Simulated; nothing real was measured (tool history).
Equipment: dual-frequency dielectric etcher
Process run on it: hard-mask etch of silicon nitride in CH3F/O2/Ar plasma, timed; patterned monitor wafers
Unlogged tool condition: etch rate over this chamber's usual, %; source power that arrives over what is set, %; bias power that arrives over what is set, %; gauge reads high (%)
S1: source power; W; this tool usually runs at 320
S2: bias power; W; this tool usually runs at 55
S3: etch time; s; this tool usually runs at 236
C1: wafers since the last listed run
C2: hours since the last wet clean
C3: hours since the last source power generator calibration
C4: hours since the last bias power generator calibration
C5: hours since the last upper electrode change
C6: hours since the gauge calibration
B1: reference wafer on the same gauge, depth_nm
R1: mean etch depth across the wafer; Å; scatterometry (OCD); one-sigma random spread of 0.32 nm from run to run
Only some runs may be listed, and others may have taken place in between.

run,hour,S1,S2,S3,C1,C2,C3,C4,C5,C6,B1,R1
1,0,320,55,236,0,437.3,1598,2423,2434.9,107.4,160,1545
2,11.9,320,55,236,73,449.2,1609.9,2434.9,2446.8,119.3,160,1537
3,29.5,320,55,236,108,466.8,1627.5,2452.5,2464.4,136.9,160.1,1542
4,43.9,320,55,236,88,481.2,1641.9,2466.9,2478.8,151.3,159.9,1542
5,53.4,320,55,236,58,490.7,1651.4,2476.4,2488.3,160.8,159.9,1543
6,64.7,320,52,236,69,502,1662.7,2487.7,2499.6,172.1,159.9,1529
7,85.1,320,55,267,125,522.4,1683.1,2508.1,2520,192.5,160,1745
# hour 92.5: gauge calibrated
# hour 120.2: wet clean of the chamber
8,120.7,320,55,267,71,0.5,1718.7,2543.7,2555.6,28.2,159.9,1719
9,143,320,55,267,137,22.8,1741,2566,2577.9,50.5,160,1722
10,160.5,320,55,186,107,40.3,1758.5,2583.5,2595.4,68,160.1,1197
# hour 175.9: bias power generator calibrated
11,176.4,390,51,171,73,56.2,1774.4,0.5,2611.3,83.9,160,1164
# hour 201.1: upper electrode replaced, of another model than before
12,201.6,320,55,260.5,7,81.4,1799.6,25.7,0.5,109.1,160,1684
13,202,270,55,165.5,2,81.8,1800,26.1,0.9,109.5,160,1028
# hour 214.1: source power generator calibrated
14,214.6,320,48,236,52,94.4,0.5,38.7,13.5,122.1,159.9,1454
15,225.4,340,55,168.5,66,105.2,11.3,49.5,24.3,132.9,160,1106
16,231.4,320,55,236,36,111.2,17.3,55.5,30.3,138.9,160,1523
17,248.4,390,51,171,104,128.2,34.3,72.5,47.3,155.9,160.2,1136
18,262.1,270,55,236,84,141.9,48,86.2,61,169.6,159.9,1463
19,278.9,260,62,263.5,103,158.7,64.8,103,77.8,186.4,159.9,1694
20,296.3,290,69,295.5,107,176.1,82.2,120.4,95.2,203.8,159.9,2014
21,308,320,43,166,71,187.8,93.9,132.1,106.9,215.5,160.1,994

Consider 5 possible next runs. They are alternatives, not a sequence: every one starts from the tool as it was left by run 21. What does each give?
A,308.5,320,55,199,3,188.3,94.4,132.6,107.4,216,?,?
B,308.5,270,46,236,3,188.3,94.4,132.6,107.4,216,?,?
C,308.5,320,55,183.5,3,188.3,94.4,132.6,107.4,216,?,?
D,308.5,320,63,236,3,188.3,94.4,132.6,107.4,216,?,?
E,308.5,250,55,289,3,188.3,94.4,132.6,107.4,216,?,?

run,B1,R1
A,160,1288
B,160,1387
C,160,1188
D,160,1599
E,160,1770
Take away the tool's hidden state, keep each run's random variation, and the runs would have read:
run,R1
A,1277
B,1375
C,1178
D,1585
E,1754
